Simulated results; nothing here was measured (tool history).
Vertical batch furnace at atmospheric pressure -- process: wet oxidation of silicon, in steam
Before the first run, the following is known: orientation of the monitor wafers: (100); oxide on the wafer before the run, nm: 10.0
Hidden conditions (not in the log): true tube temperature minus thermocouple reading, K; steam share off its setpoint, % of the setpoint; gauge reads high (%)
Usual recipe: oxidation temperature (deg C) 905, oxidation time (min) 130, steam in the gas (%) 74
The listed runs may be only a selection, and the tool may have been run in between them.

| run | hour | oxidation temperature (deg C) | oxidation time (min) | steam in the gas (%) | wafers since the last listed run | hours since the last temperature calibration | hours since the steam generator was serviced | hours since the gauge calibration | read-back reference wafer on the same gauge, thickness | oxide thickness on the monitor wafer (Å) |
|---|---|---|---|---|---|---|---|---|---|---|
| 1 | 0 | 905 | 130 | 74 | 0 | 2318.2 | 1500.3 | 2559.2 | 316.97 | 2801.2 |
| 2 | 49.4 | 905 | 130 | 74 | 404 | 2367.6 | 1549.7 | 2608.6 | 317.21 | 2810.1 |
| 3 | 148.1 | 897 | 130 | 74 | 807 | 2466.3 | 1648.4 | 2707.3 | 316.78 | 2542.1 |
| 4 | 234.2 | 897 | 130 | 74 | 704 | 2552.4 | 1734.5 | 2793.4 | 317.27 | 2549.9 |
| 5 | 328.1 | 897 | 130 | 74 | 768 | 2646.3 | 1828.4 | 2887.3 | 317.13 | 2545.4 |
| 6 | 532.1 | 905 | 130 | 74 | 1669 | 2850.3 | 2032.4 | 3091.3 | 316.91 | 2793.3 |
| 7 | 627.3 | 905 | 130 | 74 | 779 | 2945.5 | 2127.6 | 3186.5 | 316.76 | 2821.2 |
| 8 | 725.2 | 905 | 130 | 74 | 801 | 3043.4 | 2225.5 | 3284.4 | 316.77 | 2809.7 |
| 9 | 818.6 | 905 | 130 | 71 | 764 | 3136.8 | 2318.9 | 3377.8 | 317.25 | 2708.6 |
| 10 | 860.7 | 905 | 130 | 71 | 344 | 3178.9 | 2361 | 3419.9 | 316.53 | 2712.6 |
| 11 | 926.3 | 905 | 130 | 71 | 536 | 3244.5 | 2426.6 | 3485.5 | 317.3 | 2708.8 |
| 12 | 976.6 | 905 | 130 | 74 | 411 | 3294.8 | 2476.9 | 3535.8 | 316.78 | 2809.3 |
| 13 | 1017.8 | 905 | 130 | 74 | 337 | 3336 | 2518.1 | 3577 | 317.2 | 2804 |
| 14 | 1108.8 | 905 | 130 | 74 | 744 | 3427 | 2609.1 | 3668 | 316.72 | 2807.3 |
| 15 | 1151.9 | 905 | 176.5 | 78 | 352 | 3470.1 | 2652.2 | 3711.1 | 316.87 | 3746.1 |
|  | 1216.6 | gauge calibrated |
| 16 | 1252.3 | 905 | 176.5 | 78 | 821 | 3570.5 | 2752.6 | 35.7 | 317.14 | 3717.5 |
| 17 | 1343.1 | 905 | 176.5 | 78 | 743 | 3661.3 | 2843.4 | 126.5 | 316.64 | 3744.7 |
|  | 1415.4 | thermocouples replaced and temperature profile calibrated |
| 18 | 1417.7 | 905 | 85.5 | 74 | 414 | 2.3 | 2918 | 201.1 | 316.9 | 1986.6 |
| 19 | 1467.6 | 905 | 85.5 | 74 | 408 | 52.2 | 2967.9 | 251 | 316.83 | 1995.3 |
| 20 | 1567.6 | 905 | 130 | 74 | 818 | 152.2 | 3067.9 | 351 | 317.59 | 2812.4 |
| 21 | 1627.1 | 913 | 161 | 74 | 486 | 211.7 | 3127.4 | 410.5 | 317.49 | 3637 |
| 22 | 1701 | 905 | 130 | 66 | 604 | 285.6 | 3201.3 | 484.4 | 316.63 | 2553.7 |
| 23 | 1742 | 905 | 130 | 66 | 335 | 326.6 | 3242.3 | 525.4 | 317.32 | 2568.7 |
|  | 1806.3 | steam generator serviced |
| 24 | 1933.6 | 905 | 130 | 74 | 1371 | 518.2 | 127.3 | 717 | 316.66 | 2814 |
| 25 | 2002.2 | 898 | 154 | 74 | 561 | 586.8 | 195.9 | 785.6 | 317.3 | 2955.6 |
| 26 | 2102.2 | 905 | 130 | 66 | 818 | 686.8 | 295.9 | 885.6 | 317.1 | 2578.5 |
| 27 | 2175.7 | 915 | 130 | 71 | 601 | 760.3 | 369.4 | 959.1 | 316.81 | 3018.1 |
| 28 | 2274.2 | 905 | 71 | 63 | 806 | 858.8 | 467.9 | 1057.6 | 316.35 | 1491.3 |
| 29 | 2353 | 923 | 193 | 66 | 644 | 937.6 | 546.7 | 1136.4 | 316.6 | 4189.9 |
| 30 | 2408.4 | 888 | 74 | 74 | 453 | 993 | 602.1 | 1191.8 | 316.79 | 1405.2 |

Forecast run 31:
| 31 | 2452.6 | 923 | 111.5 | 83 | 361 | 1037.2 | 646.3 | 1236 | ? | ? |

{"run 31": {"read-back reference wafer on the same gauge, thickness": 317.14, "oxide thickness on the monitor wafer (Å)": 3271.8}}
Minus the tool's unlogged condition, the same run would have read oxide thickness on the monitor wafer (Å) 3271.8.

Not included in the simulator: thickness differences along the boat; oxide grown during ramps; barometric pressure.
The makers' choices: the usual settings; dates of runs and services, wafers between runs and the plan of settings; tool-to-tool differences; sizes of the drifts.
